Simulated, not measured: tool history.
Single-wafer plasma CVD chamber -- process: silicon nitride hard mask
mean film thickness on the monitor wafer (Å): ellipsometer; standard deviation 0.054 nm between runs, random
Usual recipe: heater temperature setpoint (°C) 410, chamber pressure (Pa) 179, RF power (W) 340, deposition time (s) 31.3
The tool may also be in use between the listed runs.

run   hour  heater temperature setpoint (°C)  chamber pressure (Pa)  RF power (W)  deposition time (s)  wafers since the last listed run  hours since the last thermocouple change  hours since the last RF generator calibration  hours since the last manometer calibration  hours since the showerhead was replaced  hours since the gauge calibration  read-back reference wafer on the same gauge, thickness_nm  mean film thickness on the monitor wafer (Å)
  1      0                               410                    179           340                 27.4                                 0                                     609.5                                         1553.2                                      2328.2                                   3333.5                              336.1                                                     40.403                                        306.42
      17.9  -- RF generator calibrated
  2   18.4                               410                    179           340                 31.3                               281                                     627.9                                            0.5                                      2346.6                                   3351.9                              354.5                                                     40.407                                         359.2
  3   20.4                               410                    179           340                 31.3                                54                                     629.9                                            2.5                                      2348.6                                   3353.9                              356.5                                                     40.417                                        358.65
  4     38                               410                    179           340                 31.3                               475                                     647.5                                           20.1                                      2366.2                                   3371.5                              374.1                                                     40.394                                        359.59
  5   48.6                               410                    179           340                 31.3                               286                                     658.1                                           30.7                                      2376.8                                   3382.1                              384.7                                                     40.388                                        360.24
  6   64.9                               410                    179           340                 31.3                               440                                     674.4                                             47                                      2393.1                                   3398.4                                401                                                     40.397                                        359.96
      84.5  -- showerhead replaced
  7     85                               410                    179           340                 31.3                               326                                     694.5                                           67.1                                      2413.2                                      0.5                              421.1                                                     40.416                                        359.19
  8   87.2                               410                    179           395                 31.3                                59                                     696.7                                           69.3                                      2415.4                                      2.7                              423.3                                                     40.409                                        390.92
  9    101                               410                    216           340                 33.3                               372                                     710.5                                           83.1                                      2429.2                                     16.5                              437.1                                                     40.397                                        398.76
 10  110.1                               410                    139           340                 35.5                               245                                     719.6                                           92.2                                      2438.3                                     25.6                              446.2                                                     40.397                                        384.75
 11  117.3                               410                    179           285                 31.3                               194                                     726.8                                           99.4                                      2445.5                                     32.8                              453.4                                                     40.412                                         324.3
 12  126.1                               410                    179           380                 31.3                               237                                     735.6                                          108.2                                      2454.3                                     41.6                              462.2                                                     40.402                                         380.5
 13  133.9                               410                    179           340                 31.3                               210                                     743.4                                            116                                      2462.1                                     49.4                                470                                                     40.395                                        359.39
 14  143.4                               417                    213           385                 27.6                               256                                     752.9                                          125.5                                      2471.6                                     58.9                              479.5                                                     40.391                                        352.02
 15  151.8                               410                    179           340                 31.3                               226                                     761.3                                          133.9                                        2480                                     67.3                              487.9                                                     40.405                                        358.38
 16  164.1                               410                    195           375                 31.3                               332                                     773.6                                          146.2                                      2492.3                                     79.6                              500.2                                                     40.402                                        386.91
     172.6  -- gauge calibrated
     187.2  -- capacitance manometer re-zeroed and calibrated
 17  187.7                               400                    200           340                 31.3                               421                                     797.2                                          169.8                                         0.5                                    103.2                               15.1                                                     40.382                                        369.33
 18  193.9                               410                    220           365                 31.3                               167                                     803.4                                            176                                         6.7                                    109.4                               21.3                                                     40.396                                        391.32
       204  -- thermocouple changed; heater temperature recalibrated
 19  204.5                               410                    179           340                 31.3                                70                                       0.5                                          186.6                                        17.3                                      120                               31.9                                                     40.409                                        358.09
 20  210.1                               410                    152           360                 31.3                               151                                       6.1                                          192.2                                        22.9                                    125.6                               37.5                                                     40.392                                        357.06
 21  244.2                               398                    208           305                 33.1                               921                                      40.2                                          226.3                                          57                                    159.7                               71.6                                                     40.422                                        370.77
 22  258.2                               410                    179           380                 31.3                               378                                      54.2                                          240.3                                          71                                    173.7                               85.6                                                     40.409                                        381.28
 23  274.3                               410                    179           290                 31.3                               435                                      70.3                                          256.4                                        87.1                                    189.8                              101.7                                                     40.422                                        327.67
 24  289.8                               410                    179           340                 31.3                               418                                      85.8                                          271.9                                       102.6                                    205.3                              117.2                                                     40.381                                        358.39
 25  298.7                               410                    139           340                 36.1                               240                                      94.7                                          280.8                                       111.5                                    214.2                              126.1                                                     40.421                                         390.8
 26  305.5                               410                    179           340                 31.3                               183                                     101.5                                          287.6                                       118.3                                      221                              132.9                                                     40.399                                        359.92
 27  321.3                               410                    153           340                 25.2                               426                                     117.3                                          303.4                                       134.1                                    236.8                              148.7                                                     40.393                                        279.34
 28  335.3                               410                    179           340                 31.3                               378                                     131.3                                          317.4                                       148.1                                    250.8                              162.7                                                     40.391                                        358.39

What if the next run were any one of these 5? Each begins from the tool's condition after run 28:
  A  335.7                               410                    179           340                 31.3                                10                                     131.7                                          317.8                                       148.5                                    251.2                              163.1                                                          ?                                             ?
  B  335.7                               410                    137           340                 31.3                                10                                     131.7                                          317.8                                       148.5                                    251.2                              163.1                                                          ?                                             ?
  C  335.7                               410                    179           340                 36.1                                10                                     131.7                                          317.8                                       148.5                                    251.2                              163.1                                                          ?                                             ?
  D  335.7                               410                    192           300                 31.3                                10                                     131.7                                          317.8                                       148.5                                    251.2                              163.1                                                          ?                                             ?
  E  335.7                               410                    179           390                 31.3                                10                                     131.7                                          317.8                                       148.5                                    251.2                              163.1                                                          ?                                             ?

run  read-back reference wafer on the same gauge, thickness_nm  mean film thickness on the monitor wafer (Å)
  A                                                     40.375                                        358.95
  B                                                     40.375                                        338.43
  C                                                     40.375                                        413.86
  D                                                     40.375                                        339.93
  E                                                     40.375                                        387.27
Had the tool no hidden state, the same runs would have come out as:
run  mean film thickness on the monitor wafer (Å)
  A                                        359.63
  B                                        339.07
  C                                        414.64
  D                                         340.6
  E                                        388.01
